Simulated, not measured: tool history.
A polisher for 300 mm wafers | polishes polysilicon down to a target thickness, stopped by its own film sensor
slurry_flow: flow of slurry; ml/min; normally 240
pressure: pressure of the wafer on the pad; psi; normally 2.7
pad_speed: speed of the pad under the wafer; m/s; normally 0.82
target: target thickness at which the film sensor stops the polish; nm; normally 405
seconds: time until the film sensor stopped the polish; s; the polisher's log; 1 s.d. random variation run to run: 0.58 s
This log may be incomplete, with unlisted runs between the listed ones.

| run | hour | slurry_flow | pressure | pad_speed | target | incoming thickness of the incoming film, nm | seconds |
|---|---|---|---|---|---|---|---|
| 1 | 0 | 240 | 2.7 | 0.82 | 405 | 659 | 43.9 |
| 2 | 36.5 | 240 | 2.7 | 0.82 | 405 | 663.2 | 43.6 |
| 3 | 90.2 | 240 | 2.7 | 0.82 | 405 | 657 | 42.7 |
| 4 | 144.6 | 195 | 2.7 | 0.82 | 456 | 666.1 | 36.5 |
| 5 | 189.7 | 195 | 2.7 | 0.82 | 456 | 660 | 35.8 |
|  | 249 | worn pad replaced by a new one |
| 6 | 259.4 | 305 | 2.7 | 0.82 | 405 | 662.5 | 42.6 |
| 7 | 306.3 | 305 | 2.7 | 0.82 | 405 | 655.4 | 42.3 |
| 8 | 338.3 | 305 | 2.7 | 0.82 | 405 | 659.8 | 42.9 |
| 9 | 397.9 | 240 | 2.7 | 0.82 | 405 | 657.7 | 42.3 |
| 10 | 445.5 | 240 | 2.7 | 0.82 | 405 | 655.9 | 42.5 |
| 11 | 498.1 | 240 | 2.7 | 1 | 405 | 670 | 38.2 |
|  | 538.8 | slurry nozzle cleaned |
| 12 | 544.1 | 240 | 2.7 | 1 | 405 | 666.3 | 37 |
|  | 558.9 | worn pad replaced by a new one |
| 13 | 579.4 | 240 | 2.7 | 1 | 405 | 652.4 | 34.9 |
| 14 | 635.7 | 170 | 2.3 | 0.82 | 405 | 655.9 | 49.8 |
| 15 | 668.7 | 240 | 2.7 | 0.58 | 494 | 663.2 | 37.9 |
| 16 | 731.8 | 240 | 2.7 | 1.06 | 475 | 656.1 | 24.5 |
| 17 | 801.2 | 180 | 2.7 | 0.58 | 490 | 664 | 40.2 |
|  | 853.6 | worn pad replaced by a new one |
| 18 | 858.6 | 240 | 2.1 | 0.82 | 473 | 657.8 | 36.7 |
|  | 917.8 | head pressure recalibrated |
| 19 | 923.3 | 200 | 2.7 | 0.82 | 351 | 662.1 | 53.7 |
| 20 | 975.8 | 240 | 2.7 | 0.82 | 405 | 665.5 | 44.2 |
| 21 | 1022.6 | 275 | 2.7 | 0.82 | 491 | 653.9 | 26.7 |
| 22 | 1069 | 175 | 2.7 | 0.82 | 405 | 658.8 | 44.4 |
|  | 1110.3 | worn pad replaced by a new one |
|  | 1186.2 | slurry nozzle cleaned |
| 23 | 1249.7 | 240 | 2.7 | 0.82 | 405 | 653 | 40.9 |
| 24 | 1300.9 | 240 | 3.2 | 1.08 | 349 | 654.9 | 35.7 |
|  | 1362.6 | worn pad replaced by a new one |
| 25 | 1368.2 | 240 | 3 | 0.82 | 331 | 669.1 | 53.1 |
| 26 | 1411 | 240 | 2.7 | 0.82 | 405 | 658.9 | 43 |

What if the next run were any one of these 4? Each begins from the tool's condition after run 26:
| A | 1411.4 | 240 | 2.7 | 0.82 | 405 | 670.5 | ? |
| B | 1411.4 | 190 | 2.7 | 0.56 | 349 | 670.5 | ? |
| C | 1411.4 | 295 | 2.7 | 0.82 | 339 | 670.5 | ? |
| D | 1411.4 | 295 | 3.5 | 0.82 | 485 | 670.5 | ? |

| run | seconds |
|---|---|
| A | 45.3 |
| B | 75.8 |
| C | 55.4 |
| D | 25.5 |
Stripped of hidden state, with their random variation kept, the same runs would have yielded:
| run | seconds |
|---|---|
| A | 45.3 |
| B | 75.8 |
| C | 55.4 |
| D | 25.5 |
